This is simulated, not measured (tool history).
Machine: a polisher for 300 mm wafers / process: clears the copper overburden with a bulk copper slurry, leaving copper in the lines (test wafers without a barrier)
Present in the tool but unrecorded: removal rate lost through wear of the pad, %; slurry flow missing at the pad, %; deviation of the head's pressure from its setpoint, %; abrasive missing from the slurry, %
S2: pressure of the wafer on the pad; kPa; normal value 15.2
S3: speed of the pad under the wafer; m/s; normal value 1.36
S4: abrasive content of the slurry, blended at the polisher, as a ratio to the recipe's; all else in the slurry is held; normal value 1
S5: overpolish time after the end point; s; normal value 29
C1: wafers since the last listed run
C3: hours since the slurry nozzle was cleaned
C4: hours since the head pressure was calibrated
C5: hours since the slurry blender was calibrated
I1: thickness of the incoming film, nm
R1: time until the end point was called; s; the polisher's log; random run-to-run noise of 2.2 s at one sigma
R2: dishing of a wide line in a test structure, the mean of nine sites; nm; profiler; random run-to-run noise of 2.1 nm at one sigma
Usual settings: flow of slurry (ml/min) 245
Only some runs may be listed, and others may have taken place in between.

{"run": 1, "hour": 0.0, "flow of slurry (ml/min)": 205, "S2": 15.2, "S3": 1.36, "S4": 1, "S5": 29, "C1": 0, "wafers polished on this pad": 739, "C3": 487.9, "C4": 1157.8, "C5": 466.5, "I1": 1260.1, "R1": 161.1, "R2": 102.6}
{"hour": 14.0, "done": "slurry blender recalibrated"}
{"run": 2, "hour": 25.2, "flow of slurry (ml/min)": 205, "S2": 15.2, "S3": 1.36, "S4": 1, "S5": 29, "C1": 161, "wafers polished on this pad": 901, "C3": 513.1, "C4": 1183, "C5": 11.2, "I1": 1252.1, "R1": 154.3, "R2": 107.1}
{"run": 3, "hour": 48.8, "flow of slurry (ml/min)": 245, "S2": 15.2, "S3": 1.36, "S4": 1, "S5": 39, "C1": 164, "wafers polished on this pad": 1066, "C3": 536.7, "C4": 1206.6, "C5": 34.8, "I1": 1243.2, "R1": 152, "R2": 120.2}
{"hour": 68.9, "done": "worn pad replaced by a new one"}
{"hour": 77.9, "done": "head pressure recalibrated"}
{"run": 4, "hour": 84.4, "flow of slurry (ml/min)": 245, "S2": 15.2, "S3": 1.36, "S4": 1, "S5": 39, "C1": 206, "wafers polished on this pad": 94, "C3": 572.3, "C4": 6.5, "C5": 70.4, "I1": 1241.3, "R1": 154.2, "R2": 121.7}
{"run": 5, "hour": 97.6, "flow of slurry (ml/min)": 245, "S2": 15.2, "S3": 1.36, "S4": 0.85, "S5": 29, "C1": 92, "wafers polished on this pad": 186, "C3": 585.5, "C4": 19.7, "C5": 83.6, "I1": 1246.6, "R1": 160.2, "R2": 106.5}
{"run": 6, "hour": 128.9, "flow of slurry (ml/min)": 245, "S2": 15.2, "S3": 1.36, "S4": 1, "S5": 29, "C1": 218, "wafers polished on this pad": 404, "C3": 616.8, "C4": 51, "C5": 114.9, "I1": 1235.2, "R1": 154, "R2": 104}
{"run": 7, "hour": 164.7, "flow of slurry (ml/min)": 275, "S2": 15.2, "S3": 1.36, "S4": 1, "S5": 29, "C1": 249, "wafers polished on this pad": 654, "C3": 652.6, "C4": 86.8, "C5": 150.7, "I1": 1224.4, "R1": 149.9, "R2": 104.5}
{"run": 8, "hour": 188.3, "flow of slurry (ml/min)": 245, "S2": 15.2, "S3": 1.36, "S4": 1, "S5": 41, "C1": 164, "wafers polished on this pad": 819, "C3": 676.2, "C4": 110.4, "C5": 174.3, "I1": 1237.6, "R1": 152.6, "R2": 121.8}
{"run": 9, "hour": 212.0, "flow of slurry (ml/min)": 245, "S2": 18.6, "S3": 1.36, "S4": 1, "S5": 29, "C1": 165, "wafers polished on this pad": 985, "C3": 699.9, "C4": 134.1, "C5": 198, "I1": 1255, "R1": 138.2, "R2": 117.3}
{"run": 10, "hour": 233.2, "flow of slurry (ml/min)": 245, "S2": 15.2, "S3": 1.36, "S4": 1, "S5": 29, "C1": 148, "wafers polished on this pad": 1133, "C3": 721.1, "C4": 155.3, "C5": 219.2, "I1": 1236.5, "R1": 153.4, "R2": 108}
{"run": 11, "hour": 248.6, "flow of slurry (ml/min)": 245, "S2": 15.2, "S3": 1.36, "S4": 1, "S5": 29, "C1": 107, "wafers polished on this pad": 1240, "C3": 736.5, "C4": 170.7, "C5": 234.6, "I1": 1250.3, "R1": 163.2, "R2": 101.7}
{"run": 12, "hour": 263.6, "flow of slurry (ml/min)": 245, "S2": 15.2, "S3": 1.56, "S4": 0.75, "S5": 29, "C1": 104, "wafers polished on this pad": 1345, "C3": 751.5, "C4": 185.7, "C5": 249.6, "I1": 1226.2, "R1": 143.2, "R2": 110}
{"hour": 281.1, "done": "worn pad replaced by a new one"}
{"run": 13, "hour": 295.2, "flow of slurry (ml/min)": 245, "S2": 15.2, "S3": 1.36, "S4": 1, "S5": 29, "C1": 192, "wafers polished on this pad": 98, "C3": 783.1, "C4": 217.3, "C5": 281.2, "I1": 1254.3, "R1": 158.5, "R2": 105.7}
{"run": 14, "hour": 308.8, "flow of slurry (ml/min)": 245, "S2": 15.2, "S3": 1.36, "S4": 1, "S5": 29, "C1": 94, "wafers polished on this pad": 193, "C3": 796.7, "C4": 230.9, "C5": 294.8, "I1": 1223.5, "R1": 154.3, "R2": 105.7}
{"run": 15, "hour": 362.7, "flow of slurry (ml/min)": 210, "S2": 16.5, "S3": 1.14, "S4": 0.7, "S5": 29, "C1": 376, "wafers polished on this pad": 569, "C3": 850.6, "C4": 284.8, "C5": 348.7, "I1": 1243.9, "R1": 196.4, "R2": 95.8}
{"run": 16, "hour": 395.4, "flow of slurry (ml/min)": 315, "S2": 17.2, "S3": 1.2, "S4": 1, "S5": 24, "C1": 228, "wafers polished on this pad": 797, "C3": 883.3, "C4": 317.5, "C5": 381.4, "I1": 1261.5, "R1": 159.9, "R2": 94.3}
{"run": 17, "hour": 423.4, "flow of slurry (ml/min)": 245, "S2": 15.2, "S3": 1.66, "S4": 1, "S5": 29, "C1": 195, "wafers polished on this pad": 993, "C3": 911.3, "C4": 345.5, "C5": 409.4, "I1": 1249.7, "R1": 134, "R2": 114}
{"hour": 441.0, "done": "slurry nozzle cleaned"}
{"hour": 445.0, "done": "worn pad replaced by a new one"}
{"run": 18, "hour": 454.3, "flow of slurry (ml/min)": 245, "S2": 10.3, "S3": 1.36, "S4": 1, "S5": 42, "C1": 180, "wafers polished on this pad": 64, "C3": 13.3, "C4": 376.4, "C5": 440.3, "I1": 1235.4, "R1": 193.3, "R2": 102.7}
{"hour": 460.3, "done": "slurry blender recalibrated"}
{"run": 19, "hour": 474.2, "flow of slurry (ml/min)": 245, "S2": 15.2, "S3": 1.36, "S4": 0.8, "S5": 29, "C1": 124, "wafers polished on this pad": 189, "C3": 33.2, "C4": 396.3, "C5": 13.9, "I1": 1223.5, "R1": 144.6, "R2": 109.9}
{"run": 20, "hour": 505.4, "flow of slurry (ml/min)": 300, "S2": 13.1, "S3": 1.36, "S4": 0.7, "S5": 15, "C1": 217, "wafers polished on this pad": 407, "C3": 64.4, "C4": 427.5, "C5": 45.1, "I1": 1227.4, "R1": 159, "R2": 67.9}
{"run": 21, "hour": 535.5, "flow of slurry (ml/min)": 245, "S2": 15.2, "S3": 1.66, "S4": 1, "S5": 44, "C1": 210, "wafers polished on this pad": 617, "C3": 94.5, "C4": 457.6, "C5": 75.2, "I1": 1242.4, "R1": 117.8, "R2": 135.2}
{"run": 22, "hour": 568.4, "flow of slurry (ml/min)": 245, "S2": 15.2, "S3": 1.36, "S4": 1, "S5": 38, "C1": 229, "wafers polished on this pad": 847, "C3": 127.4, "C4": 490.5, "C5": 108.1, "I1": 1239.6, "R1": 146.5, "R2": 120.1}
{"run": 23, "hour": 595.7, "flow of slurry (ml/min)": 245, "S2": 17.9, "S3": 1.36, "S4": 1, "S5": 29, "C1": 190, "wafers polished on this pad": 1038, "C3": 154.7, "C4": 517.8, "C5": 135.4, "I1": 1256.7, "R1": 136, "R2": 115.7}
{"run": 24, "hour": 614.2, "flow of slurry (ml/min)": 275, "S2": 20, "S3": 1.36, "S4": 1, "S5": 39, "C1": 129, "wafers polished on this pad": 1167, "C3": 173.2, "C4": 536.3, "C5": 153.9, "I1": 1241.2, "R1": 120.7, "R2": 139.7}
{"run": 25, "hour": 647.1, "flow of slurry (ml/min)": 245, "S2": 15.2, "S3": 1.36, "S4": 1, "S5": 29, "C1": 229, "wafers polished on this pad": 1397, "C3": 206.1, "C4": 569.2, "C5": 186.8, "I1": 1250, "R1": 149.5, "R2": 107.1}
{"hour": 657.6, "done": "worn pad replaced by a new one"}
{"run": 26, "hour": 662.6, "flow of slurry (ml/min)": 175, "S2": 11.7, "S3": 1.36, "S4": 0.85, "S5": 40, "C1": 80, "wafers polished on this pad": 34, "C3": 221.6, "C4": 584.7, "C5": 202.3, "I1": 1219.5, "R1": 196.4, "R2": 101.7}
{"run": 27, "hour": 682.9, "flow of slurry (ml/min)": 245, "S2": 15.2, "S3": 1.36, "S4": 1, "S5": 29, "C1": 141, "wafers polished on this pad": 176, "C3": 241.9, "C4": 605, "C5": 222.6, "I1": 1242.5, "R1": 150, "R2": 108.8}

The logged runs with the hidden state left out (each run's random variation unchanged):
run=1 R1=138.7 R2=110.3
run=2 R1=140.3 R2=112
run=3 R1=139.6 R2=123.7
run=4 R1=140.6 R2=125.7
run=5 R1=145.7 R2=111.4
run=6 R1=139.2 R2=109
run=7 R1=135.8 R2=109.4
run=8 R1=136.4 R2=126.4
run=9 R1=122.9 R2=123.5
run=10 R1=136 R2=114.3
run=11 R1=144.2 R2=107.8
run=12 R1=126.3 R2=116.1
run=13 R1=138.9 R2=112.5
run=14 R1=134.9 R2=112.6
run=15 R1=167.7 R2=104.6
run=16 R1=140.4 R2=101.5
run=17 R1=114.7 R2=121.2
run=18 R1=177.4 R2=106
run=19 R1=141.4 R2=111
run=20 R1=154.7 R2=69.2
run=21 R1=112.9 R2=136.4
run=22 R1=138.8 R2=122.3
run=23 R1=127.7 R2=118.9
run=24 R1=113.3 R2=142.3
run=25 R1=138.1 R2=111.1
run=26 R1=176.2 R2=106.3
run=27 R1=137 R2=113.5
